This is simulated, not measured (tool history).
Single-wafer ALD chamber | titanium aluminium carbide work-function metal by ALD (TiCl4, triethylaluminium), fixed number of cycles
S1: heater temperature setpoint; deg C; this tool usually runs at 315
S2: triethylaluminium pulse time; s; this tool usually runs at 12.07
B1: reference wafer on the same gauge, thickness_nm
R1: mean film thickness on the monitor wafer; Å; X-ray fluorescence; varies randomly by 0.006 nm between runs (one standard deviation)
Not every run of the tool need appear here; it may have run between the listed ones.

Run 1, hour 0.0: usual settings; B1 2.421. Result: R1 22.36 Å.
Run 2, hour 31.4: usual settings; B1 2.423. Result: R1 22.39 Å.
Run 3, hour 50.5: usual settings; B1 2.421. Result: R1 22.39 Å.
Run 4, hour 86.0: usual settings; B1 2.421. Result: R1 22.28 Å.
Run 5, hour 121.6: usual settings but S2 13.11 s; B1 2.419. Result: R1 22.47 Å.
Run 6, hour 150.7: usual settings but S2 13.11 s; B1 2.419. Result: R1 22.53 Å.
Run 7, hour 164.3: usual settings but S1 307 deg C; B1 2.418. Result: R1 21.34 Å.
Run 8, hour 178.1: usual settings but S1 307 deg C; B1 2.421. Result: R1 21.50 Å.
Run 9, hour 192.5: usual settings; B1 2.421. Result: R1 22.23 Å.
Run 10, hour 280.6: usual settings; B1 2.420. Result: R1 22.22 Å.
Run 11, hour 297.3: usual settings but S2 10.80 s; B1 2.419. Result: R1 21.85 Å.
Run 12, hour 317.5: usual settings but S2 10.80 s; B1 2.419. Result: R1 21.81 Å.
Run 13, hour 352.9: usual settings but S2 10.89 s; B1 2.421. Result: R1 21.76 Å.
Run 14, hour 365.3: usual settings; B1 2.422. Result: R1 22.11 Å.
Run 15, hour 383.5: usual settings but S1 301 deg C, S2 8.31 s; B1 2.419. Result: R1 19.26 Å.
Run 16, hour 410.1: usual settings but S1 329 deg C; B1 2.422. Result: R1 23.54 Å.
Run 17, hour 453.7: usual settings; B1 2.420. Result: R1 22.52 Å.
Run 18, hour 464.1: usual settings but S2 13.84 s; B1 2.421. Result: R1 22.69 Å.
Run 19, hour 498.4: usual settings; B1 2.421. Result: R1 22.52 Å.
Run 20, hour 533.1: usual settings but S2 10.35 s; B1 2.420. Result: R1 22.24 Å.
Run 21, hour 566.2: usual settings but S1 303 deg C; B1 2.419. Result: R1 21.27 Å.
Run 22, hour 593.9: usual settings but S1 319 deg C, S2 10.17 s; B1 2.418. Result: R1 22.61 Å.
Run 23, hour 615.1: usual settings; B1 2.418. Result: R1 22.59 Å.
Run 24, hour 648.5: usual settings but S2 9.81 s; B1 2.417. Result: R1 22.13 Å.
Run 25, hour 684.4: usual settings but S1 328 deg C, S2 14.88 s; B1 2.422. Result: R1 24.15 Å.
Run 26, hour 714.3: usual settings but S2 14.48 s; B1 2.420. Result: R1 22.64 Å.
Run 27, hour 727.7: usual settings; B1 2.418. Result: R1 22.60 Å.
Run 28, hour 742.6: usual settings but S1 320 deg C; B1 2.421. Result: R1 22.95 Å.
Run 29, hour 771.5: usual settings; B1 2.421. Result: R1 22.49 Å.

Not shown here: 4 entries made in the log between runs. Locate each between two listed runs and compare the hidden state at the listed run before it with the hidden state at the listed run after it:
In the gap between runs 10 and 11: gauge calibrated (hour 295.4)
  triethylaluminium dose above that of a fresh bottle (%): -18.5 -> -19
  measured value less the no-hidden-state value, R1: -0.38 -> -0.51 Å
In the gap between runs 16 and 17: triethylaluminium bottle replaced (hour 446.6); thermocouple changed; heater temperature recalibrated (hour 453.2)
  triethylaluminium dose above that of a fresh bottle (%): -22.7 -> -2.57
  measured value less the no-hidden-state value, R1: -0.53 -> -0.03 Å
In the gap between runs 21 and 22: showerhead replaced (hour 588.0)
  triethylaluminium dose above that of a fresh bottle (%): -2.8 -> -2.92
  measured value less the no-hidden-state value, R1: -0.04 -> -0.06 Å
